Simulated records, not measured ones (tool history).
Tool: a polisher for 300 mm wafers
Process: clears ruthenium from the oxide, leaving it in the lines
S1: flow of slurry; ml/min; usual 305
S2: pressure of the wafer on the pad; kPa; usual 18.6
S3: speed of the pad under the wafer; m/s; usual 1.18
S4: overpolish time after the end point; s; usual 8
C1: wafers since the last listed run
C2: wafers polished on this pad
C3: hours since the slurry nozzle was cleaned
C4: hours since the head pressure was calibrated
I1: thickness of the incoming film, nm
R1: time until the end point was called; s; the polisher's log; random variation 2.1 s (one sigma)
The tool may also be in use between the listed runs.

{"run": 1, "hour": 0.0, "S1": 305, "S2": 18.6, "S3": 1.18, "S4": 8, "C1": 0, "C2": 1073, "C3": 292.3, "C4": 1273.5, "I1": 191.1, "R1": 128.9}
{"hour": 31.3, "done": "slurry nozzle cleaned"}
{"run": 2, "hour": 75.0, "S1": 305, "S2": 18.6, "S3": 1.18, "S4": 8, "C1": 487, "C2": 1561, "C3": 43.7, "C4": 1348.5, "I1": 190.2, "R1": 122.2}
{"hour": 85.2, "done": "worn pad replaced by a new one"}
{"run": 3, "hour": 158.6, "S1": 305, "S2": 18.6, "S3": 1.18, "S4": 8, "C1": 524, "C2": 483, "C3": 127.3, "C4": 1432.1, "I1": 187.1, "R1": 123}
{"run": 4, "hour": 236.5, "S1": 230, "S2": 18.6, "S3": 1.18, "S4": 8, "C1": 513, "C2": 997, "C3": 205.2, "C4": 1510, "I1": 190.2, "R1": 134.5}
{"hour": 273.5, "done": "worn pad replaced by a new one"}
{"run": 5, "hour": 288.4, "S1": 305, "S2": 18.6, "S3": 1.36, "S4": 8, "C1": 315, "C2": 98, "C3": 257.1, "C4": 1561.9, "I1": 189.7, "R1": 114.5}
{"hour": 331.6, "done": "head pressure recalibrated"}
{"run": 6, "hour": 332.1, "S1": 305, "S2": 18.6, "S3": 1.36, "S4": 8, "C1": 274, "C2": 373, "C3": 300.8, "C4": 0.5, "I1": 189.4, "R1": 114}
{"hour": 356.0, "done": "slurry nozzle cleaned"}
{"run": 7, "hour": 395.3, "S1": 305, "S2": 18.6, "S3": 1.18, "S4": 8, "C1": 410, "C2": 783, "C3": 39.3, "C4": 63.7, "I1": 191, "R1": 122.7}
{"run": 8, "hour": 448.8, "S1": 390, "S2": 18.6, "S3": 1.18, "S4": 8, "C1": 352, "C2": 1136, "C3": 92.8, "C4": 117.2, "I1": 190.4, "R1": 124.7}
{"hour": 489.9, "done": "worn pad replaced by a new one"}
{"run": 9, "hour": 508.4, "S1": 345, "S2": 20.7, "S3": 0.96, "S4": 5, "C1": 366, "C2": 122, "C3": 152.4, "C4": 176.8, "I1": 192, "R1": 132}
{"run": 10, "hour": 654.8, "S1": 395, "S2": 18.6, "S3": 1.18, "S4": 8, "C1": 965, "C2": 1087, "C3": 298.8, "C4": 323.2, "I1": 191.9, "R1": 125.6}
{"hour": 686.8, "done": "worn pad replaced by a new one"}
{"hour": 741.7, "done": "slurry nozzle cleaned"}
{"hour": 875.3, "done": "worn pad replaced by a new one"}
{"run": 11, "hour": 915.8, "S1": 215, "S2": 18.6, "S3": 1.18, "S4": 6, "C1": 1661, "C2": 267, "C3": 174.1, "C4": 584.2, "I1": 190, "R1": 134.5}
{"run": 12, "hour": 968.0, "S1": 345, "S2": 20.7, "S3": 0.96, "S4": 5, "C1": 344, "C2": 611, "C3": 226.3, "C4": 636.4, "I1": 189.5, "R1": 133.2}
{"run": 13, "hour": 1057.0, "S1": 305, "S2": 18.6, "S3": 1.58, "S4": 11, "C1": 586, "C2": 1197, "C3": 315.3, "C4": 725.4, "I1": 186.1, "R1": 100.4}
{"run": 14, "hour": 1102.2, "S1": 305, "S2": 18.6, "S3": 1.02, "S4": 12, "C1": 297, "C2": 1495, "C3": 360.5, "C4": 770.6, "I1": 188.7, "R1": 142.7}

Hidden state or all else? Some run-to-run changes of R1, split into what the settings, what came in and random variation would give without the hidden state, and what is left for the hidden state (with any gauge scatter that isn't in both results):
The hidden state here: removal rate lost through wear of the pad, %; slurry flow missing at the pad, %; deviation of the head's pressure from its setpoint, %.
Run 6 -> 7: S3 1.36 -> 1.18, slurry nozzle cleaned. R1 +8.7 s: hidden state -5.9, all else +14.6.
Run 13 -> 14: S3 1.58 -> 1.02, S4 11 -> 12. R1 +42.3 s: hidden state +2.9, all else +39.4.
